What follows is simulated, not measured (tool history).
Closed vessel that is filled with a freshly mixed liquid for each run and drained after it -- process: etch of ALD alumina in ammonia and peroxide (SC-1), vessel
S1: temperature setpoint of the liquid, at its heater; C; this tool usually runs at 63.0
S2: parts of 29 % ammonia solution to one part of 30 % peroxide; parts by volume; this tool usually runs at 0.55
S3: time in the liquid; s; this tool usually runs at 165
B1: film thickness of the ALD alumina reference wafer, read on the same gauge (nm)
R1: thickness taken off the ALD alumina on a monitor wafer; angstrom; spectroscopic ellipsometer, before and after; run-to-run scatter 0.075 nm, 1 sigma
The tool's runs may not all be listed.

run,hour,S1,S2,S3,B1,R1
1,0.0,63.0,0.35,210,30.66,162.7
2,44.6,63.0,0.55,165,30.67,134.1
3,152.2,63.0,0.55,165,30.77,135.2
# hour 217.4: new drum of ammonia solution connected
4,231.6,63.0,0.55,165,30.87,133.1
5,324.5,63.0,0.55,165,30.93,136.2
6,432.4,63.0,0.55,245,31.05,201.9
# hour 435.0: ammonia flow meter replaced
7,485.0,63.0,0.55,245,31.12,201.1
8,531.5,63.0,0.55,165,31.19,136.1
9,620.8,63.0,0.55,165,31.29,137.0
# hour 704.5: new drum of ammonia solution connected
10,723.8,63.0,0.55,165,31.41,136.1
11,796.0,63.0,0.55,165,31.52,136.9
12,899.0,63.0,0.55,165,31.63,139.9
# hour 946.8: thermometer replaced
13,996.4,63.0,0.55,165,31.77,138.2
# hour 1001.1: ammonia flow meter replaced
14,1154.5,58.5,0.55,165,32.01,111.1
# hour 1173.7: new drum of ammonia solution connected
15,1244.2,63.0,0.55,165,32.13,139.3
16,1295.2,63.0,0.75,210,32.23,184.1
# hour 1320.9: gauge calibrated
17,1345.2,63.0,0.55,165,29.84,131.6
18,1429.4,63.0,0.75,165,29.84,135.7
19,1498.6,63.0,0.55,165,29.83,131.2
20,1537.6,63.0,0.55,165,29.85,130.6
21,1573.6,63.0,0.30,165,29.83,122.2
# hour 1593.7: new drum of ammonia solution connected
# hour 1594.3: ammonia flow meter replaced
22,1634.0,60.0,0.55,165,29.86,111.0
23,1867.5,70.0,0.80,225,29.92,258.6
24,1947.9,54.0,0.70,205,29.93,104.4
# hour 2049.6: new drum of ammonia solution connected
25,2120.4,68.0,0.55,165,30.03,168.7

3 options for the next run, each taken on its own from the tool as it stands now. Forecast them:
A,2121.1,65.5,0.55,165,?,?
B,2121.1,70.0,0.55,250,?,?
C,2121.1,58.5,0.40,110,?,?

run,B1,R1
A,30.03,148.0
B,30.03,279.3
C,30.03,67.2
What these runs would have given with no unlogged condition in the tool:
run,R1
A,147.9
B,279.0
C,67.1
